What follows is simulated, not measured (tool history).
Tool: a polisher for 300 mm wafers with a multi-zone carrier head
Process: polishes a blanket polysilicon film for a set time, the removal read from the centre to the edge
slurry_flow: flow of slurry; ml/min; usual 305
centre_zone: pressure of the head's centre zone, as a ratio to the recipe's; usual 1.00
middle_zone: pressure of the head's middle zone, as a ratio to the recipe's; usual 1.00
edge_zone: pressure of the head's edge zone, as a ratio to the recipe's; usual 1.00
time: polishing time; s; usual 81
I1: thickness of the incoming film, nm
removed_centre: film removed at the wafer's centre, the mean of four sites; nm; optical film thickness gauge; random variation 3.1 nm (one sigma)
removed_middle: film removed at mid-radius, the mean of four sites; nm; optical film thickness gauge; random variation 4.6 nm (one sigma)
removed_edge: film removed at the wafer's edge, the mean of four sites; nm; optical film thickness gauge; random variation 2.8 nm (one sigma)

{"run": 1, "hour": 0.0, "slurry_flow": 305, "centre_zone": 1.0, "middle_zone": 1.0, "edge_zone": 1.0, "time": 81, "I1": 1108.7, "removed_centre": 330.8, "removed_middle": 333.5, "removed_edge": 345.1}
{"hour": 54.0, "done": "worn pad replaced by a new one"}
{"run": 2, "hour": 76.8, "slurry_flow": 305, "centre_zone": 1.0, "middle_zone": 1.0, "edge_zone": 1.0, "time": 81, "I1": 1107.4, "removed_centre": 328.4, "removed_middle": 342.9, "removed_edge": 345.4}
{"run": 3, "hour": 184.6, "slurry_flow": 305, "centre_zone": 1.0, "middle_zone": 1.0, "edge_zone": 1.0, "time": 81, "I1": 1131.1, "removed_centre": 319.8, "removed_middle": 336.5, "removed_edge": 346.2}
{"run": 4, "hour": 291.0, "slurry_flow": 305, "centre_zone": 1.0, "middle_zone": 1.0, "edge_zone": 1.0, "time": 81, "I1": 1115.3, "removed_centre": 318.8, "removed_middle": 341.7, "removed_edge": 347.2}
{"run": 5, "hour": 342.0, "slurry_flow": 305, "centre_zone": 1.0, "middle_zone": 0.92, "edge_zone": 1.0, "time": 81, "I1": 1118.1, "removed_centre": 324.0, "removed_middle": 314.7, "removed_edge": 346.2}
{"hour": 391.0, "done": "slurry nozzle cleaned"}
{"run": 6, "hour": 404.6, "slurry_flow": 305, "centre_zone": 1.0, "middle_zone": 0.92, "edge_zone": 1.0, "time": 81, "I1": 1094.7, "removed_centre": 317.2, "removed_middle": 323.6, "removed_edge": 345.4}
{"hour": 463.1, "done": "worn pad replaced by a new one"}
{"run": 7, "hour": 485.3, "slurry_flow": 305, "centre_zone": 1.0, "middle_zone": 1.0, "edge_zone": 1.0, "time": 81, "I1": 1103.7, "removed_centre": 315.8, "removed_middle": 349.2, "removed_edge": 345.9}
{"hour": 546.9, "done": "carrier head's membrane replaced by a new one"}
{"run": 8, "hour": 553.2, "slurry_flow": 305, "centre_zone": 1.0, "middle_zone": 1.0, "edge_zone": 1.0, "time": 81, "I1": 1108.4, "removed_centre": 319.1, "removed_middle": 338.0, "removed_edge": 347.5}
{"run": 9, "hour": 626.7, "slurry_flow": 305, "centre_zone": 1.0, "middle_zone": 1.09, "edge_zone": 1.0, "time": 81, "I1": 1116.1, "removed_centre": 313.3, "removed_middle": 362.6, "removed_edge": 345.5}
{"run": 10, "hour": 669.4, "slurry_flow": 395, "centre_zone": 1.0, "middle_zone": 1.0, "edge_zone": 0.95, "time": 81, "I1": 1122.1, "removed_centre": 321.6, "removed_middle": 340.5, "removed_edge": 343.7}
{"run": 11, "hour": 775.2, "slurry_flow": 305, "centre_zone": 1.0, "middle_zone": 1.0, "edge_zone": 1.0, "time": 81, "I1": 1107.9, "removed_centre": 317.0, "removed_middle": 340.9, "removed_edge": 349.6}
{"run": 12, "hour": 817.1, "slurry_flow": 305, "centre_zone": 0.94, "middle_zone": 1.07, "edge_zone": 0.96, "time": 72, "I1": 1095.4, "removed_centre": 261.5, "removed_middle": 323.0, "removed_edge": 303.3}
{"run": 13, "hour": 861.0, "slurry_flow": 265, "centre_zone": 1.0, "middle_zone": 0.9, "edge_zone": 1.07, "time": 92, "I1": 1117.4, "removed_centre": 351.4, "removed_middle": 352.7, "removed_edge": 408.2}
{"hour": 876.2, "done": "slurry nozzle cleaned"}
{"hour": 913.1, "done": "worn pad replaced by a new one"}
{"hour": 918.4, "done": "centre zone pressure recalibrated"}
{"run": 14, "hour": 922.1, "slurry_flow": 245, "centre_zone": 1.08, "middle_zone": 1.0, "edge_zone": 0.9, "time": 81, "I1": 1116.8, "removed_centre": 355.2, "removed_middle": 330.8, "removed_edge": 325.8}
{"hour": 989.2, "done": "edge zone pressure recalibrated"}
{"run": 15, "hour": 1015.5, "slurry_flow": 305, "centre_zone": 1.0, "middle_zone": 1.0, "edge_zone": 1.0, "time": 98, "I1": 1116.7, "removed_centre": 394.8, "removed_middle": 409.5, "removed_edge": 419.8}
{"run": 16, "hour": 1107.2, "slurry_flow": 305, "centre_zone": 1.0, "middle_zone": 0.94, "edge_zone": 1.0, "time": 59, "I1": 1109.1, "removed_centre": 235.1, "removed_middle": 235.4, "removed_edge": 255.9}
{"run": 17, "hour": 1194.2, "slurry_flow": 385, "centre_zone": 1.0, "middle_zone": 1.0, "edge_zone": 1.0, "time": 98, "I1": 1112.9, "removed_centre": 402.3, "removed_middle": 424.2, "removed_edge": 424.7}
{"run": 18, "hour": 1290.1, "slurry_flow": 305, "centre_zone": 1.09, "middle_zone": 1.0, "edge_zone": 0.94, "time": 74, "I1": 1094.1, "removed_centre": 312.6, "removed_middle": 316.3, "removed_edge": 307.3}
{"hour": 1304.1, "done": "slurry nozzle cleaned"}
{"run": 19, "hour": 1373.2, "slurry_flow": 385, "centre_zone": 1.0, "middle_zone": 1.0, "edge_zone": 1.0, "time": 81, "I1": 1114.0, "removed_centre": 327.6, "removed_middle": 349.8, "removed_edge": 350.5}
{"hour": 1377.3, "done": "worn pad replaced by a new one"}
{"run": 20, "hour": 1430.6, "slurry_flow": 305, "centre_zone": 1.0, "middle_zone": 1.0, "edge_zone": 1.0, "time": 81, "I1": 1088.8, "removed_centre": 314.9, "removed_middle": 339.9, "removed_edge": 348.3}
{"run": 21, "hour": 1475.2, "slurry_flow": 305, "centre_zone": 1.0, "middle_zone": 1.08, "edge_zone": 1.1, "time": 81, "I1": 1095.9, "removed_centre": 315.2, "removed_middle": 361.6, "removed_edge": 362.0}
{"run": 22, "hour": 1557.5, "slurry_flow": 245, "centre_zone": 1.0, "middle_zone": 0.88, "edge_zone": 1.0, "time": 81, "I1": 1091.5, "removed_centre": 306.8, "removed_middle": 299.8, "removed_edge": 333.1}
{"run": 23, "hour": 1606.1, "slurry_flow": 305, "centre_zone": 1.0, "middle_zone": 1.0, "edge_zone": 1.0, "time": 81, "I1": 1126.8, "removed_centre": 313.1, "removed_middle": 335.8, "removed_edge": 342.8}

Forecast each of these 3 alternatives for the next run:
{"run": "A", "hour": 1606.5, "slurry_flow": 270, "centre_zone": 1.0, "middle_zone": 1.0, "edge_zone": 1.0, "time": 81, "I1": 1096.7, "removed_centre": "?", "removed_middle": "?", "removed_edge": "?"}
{"run": "B", "hour": 1606.5, "slurry_flow": 305, "centre_zone": 1.08, "middle_zone": 0.88, "edge_zone": 1.11, "time": 99, "I1": 1096.7, "removed_centre": "?", "removed_middle": "?", "removed_edge": "?"}
{"run": "C", "hour": 1606.5, "slurry_flow": 305, "centre_zone": 1.0, "middle_zone": 0.89, "edge_zone": 1.05, "time": 81, "I1": 1096.7, "removed_centre": "?", "removed_middle": "?", "removed_edge": "?"}

run=A removed_centre=310.8 removed_middle=323.8 removed_edge=343.5
run=B removed_centre=416.6 removed_middle=360.3 removed_edge=447.4
run=C removed_centre=315.3 removed_middle=297.7 removed_edge=356.0
Without the tool's hidden state the same runs would have given:
run=A removed_centre=330.9 removed_middle=323.7 removed_edge=343.5
run=B removed_centre=443.3 removed_middle=360.2 removed_edge=447.4
run=C removed_centre=335.7 removed_middle=297.6 removed_edge=356.0
